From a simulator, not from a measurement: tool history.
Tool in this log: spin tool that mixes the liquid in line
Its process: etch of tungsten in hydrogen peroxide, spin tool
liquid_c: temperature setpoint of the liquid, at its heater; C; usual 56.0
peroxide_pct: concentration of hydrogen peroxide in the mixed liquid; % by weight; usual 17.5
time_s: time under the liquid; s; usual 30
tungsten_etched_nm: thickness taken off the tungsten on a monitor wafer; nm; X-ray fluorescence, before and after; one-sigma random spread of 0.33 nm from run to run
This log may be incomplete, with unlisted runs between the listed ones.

| run | hour | liquid_c | peroxide_pct | time_s | wafers since the last listed run | hours since the thermometer was replaced | hours since the peroxide flow meter was replaced | hours since the heated supply line was repaired | hours since the drum of peroxide was connected | hours since the gauge calibration | read-back film thickness of the tungsten reference wafer, read on the same gauge (nm) | tungsten_etched_nm |
|---|---|---|---|---|---|---|---|---|---|---|---|---|
| 1 | 0.0 | 56.0 | 14.5 | 30 | 0 | 121.2 | 284.3 | 1713.1 | 405.4 | 548.1 | 90.00 | 30.82 |
| 2 | 36.9 | 60.5 | 15.5 | 30 | 470 | 158.1 | 321.2 | 1750.0 | 442.3 | 585.0 | 90.00 | 41.89 |
|  | 72.3 | heated supply line repaired |
| 3 | 84.5 | 56.0 | 17.5 | 30 | 594 | 205.7 | 368.8 | 12.2 | 489.9 | 632.6 | 89.99 | 35.67 |
| 4 | 134.4 | 56.0 | 17.5 | 30 | 636 | 255.6 | 418.7 | 62.1 | 539.8 | 682.5 | 90.02 | 35.68 |
| 5 | 171.3 | 52.0 | 17.5 | 30 | 470 | 292.5 | 455.6 | 99.0 | 576.7 | 719.4 | 90.02 | 28.17 |
| 6 | 212.8 | 50.0 | 15.5 | 40 | 529 | 334.0 | 497.1 | 140.5 | 618.2 | 760.9 | 90.03 | 31.70 |
| 7 | 282.6 | 51.0 | 12.5 | 50 | 889 | 403.8 | 566.9 | 210.3 | 688.0 | 830.7 | 90.00 | 37.03 |
|  | 295.6 | new drum of peroxide connected |
| 8 | 373.2 | 56.0 | 13.0 | 25 | 1142 | 494.4 | 657.5 | 300.9 | 77.6 | 921.3 | 90.01 | 25.79 |
| 9 | 436.4 | 56.0 | 17.5 | 30 | 805 | 557.6 | 720.7 | 364.1 | 140.8 | 984.5 | 90.01 | 35.74 |
| 10 | 487.1 | 56.0 | 17.5 | 30 | 646 | 608.3 | 771.4 | 414.8 | 191.5 | 1035.2 | 90.02 | 35.22 |
| 11 | 564.4 | 66.0 | 15.0 | 25 | 985 | 685.6 | 848.7 | 492.1 | 268.8 | 1112.5 | 89.99 | 48.86 |
|  | 588.9 | thermometer replaced |
| 12 | 646.2 | 56.0 | 14.5 | 30 | 1030 | 57.3 | 930.5 | 573.9 | 350.6 | 1194.3 | 89.98 | 32.92 |
| 13 | 707.1 | 48.0 | 13.0 | 15 | 776 | 118.2 | 991.4 | 634.8 | 411.5 | 1255.2 | 90.01 | 9.52 |
| 14 | 780.5 | 65.0 | 13.0 | 30 | 935 | 191.6 | 1064.8 | 708.2 | 484.9 | 1328.6 | 90.00 | 51.95 |
| 15 | 847.1 | 66.0 | 15.0 | 25 | 849 | 258.2 | 1131.4 | 774.8 | 551.5 | 1395.2 | 89.97 | 48.96 |
|  | 887.6 | gauge calibrated |
| 16 | 1070.1 | 56.0 | 17.5 | 30 | 2843 | 481.2 | 1354.4 | 997.8 | 774.5 | 182.5 | 90.01 | 35.77 |
|  | 1073.2 | new drum of peroxide connected |
| 17 | 1163.4 | 56.0 | 17.5 | 20 | 1176 | 574.5 | 1447.7 | 1091.1 | 90.2 | 275.8 | 89.98 | 23.31 |
| 18 | 1217.3 | 65.0 | 13.0 | 15 | 687 | 628.4 | 1501.6 | 1145.0 | 144.1 | 329.7 | 89.98 | 25.79 |
|  | 1299.3 | thermometer replaced |
| 19 | 1302.6 | 51.5 | 17.5 | 30 | 1074 | 3.3 | 1586.9 | 1230.3 | 229.4 | 415.0 | 90.00 | 26.91 |
| 20 | 1408.9 | 62.5 | 22.5 | 20 | 1355 | 109.6 | 1693.2 | 1336.6 | 335.7 | 521.3 | 89.99 | 39.53 |
| 21 | 1514.5 | 64.0 | 14.5 | 50 | 1346 | 215.2 | 1798.8 | 1442.2 | 441.3 | 626.9 | 90.01 | 85.17 |
| 22 | 1554.7 | 56.0 | 14.5 | 25 | 512 | 255.4 | 1839.0 | 1482.4 | 481.5 | 667.1 | 90.00 | 27.35 |
| 23 | 1591.0 | 56.0 | 17.5 | 30 | 462 | 291.7 | 1875.3 | 1518.7 | 517.8 | 703.4 | 89.99 | 35.55 |
| 24 | 1655.3 | 49.0 | 17.5 | 15 | 819 | 356.0 | 1939.6 | 1583.0 | 582.1 | 767.7 | 90.00 | 11.81 |
| 25 | 1761.1 | 56.0 | 17.5 | 30 | 1348 | 461.8 | 2045.4 | 1688.8 | 687.9 | 873.5 | 90.02 | 35.75 |
|  | 1807.9 | heated supply line repaired |
|  | 1821.0 | peroxide flow meter replaced |
|  | 1835.4 | new drum of peroxide connected |
| 26 | 1868.5 | 60.5 | 17.5 | 20 | 1331 | 569.2 | 47.5 | 60.6 | 33.1 | 980.9 | 90.01 | 30.85 |

4 options for the next run, each taken on its own from the tool as it stands now. Forecast them:
| A | 1868.9 | 56.0 | 17.5 | 30 | 5 | 569.6 | 47.9 | 61.0 | 33.5 | 981.3 | ? | ? |
| B | 1868.9 | 64.0 | 14.5 | 20 | 5 | 569.6 | 47.9 | 61.0 | 33.5 | 981.3 | ? | ? |
| C | 1868.9 | 62.0 | 17.5 | 30 | 5 | 569.6 | 47.9 | 61.0 | 33.5 | 981.3 | ? | ? |
| D | 1868.9 | 56.0 | 17.5 | 40 | 5 | 569.6 | 47.9 | 61.0 | 33.5 | 981.3 | ? | ? |

| run | read-back film thickness of the tungsten reference wafer, read on the same gauge (nm) | tungsten_etched_nm |
|---|---|---|
| A | 90.01 | 35.50 |
| B | 90.01 | 34.14 |
| C | 90.01 | 50.25 |
| D | 90.01 | 47.33 |
Had the tool no hidden state, the same runs would have come out as:
| run | tungsten_etched_nm |
|---|---|
| A | 35.64 |
| B | 34.26 |
| C | 50.43 |
| D | 47.51 |

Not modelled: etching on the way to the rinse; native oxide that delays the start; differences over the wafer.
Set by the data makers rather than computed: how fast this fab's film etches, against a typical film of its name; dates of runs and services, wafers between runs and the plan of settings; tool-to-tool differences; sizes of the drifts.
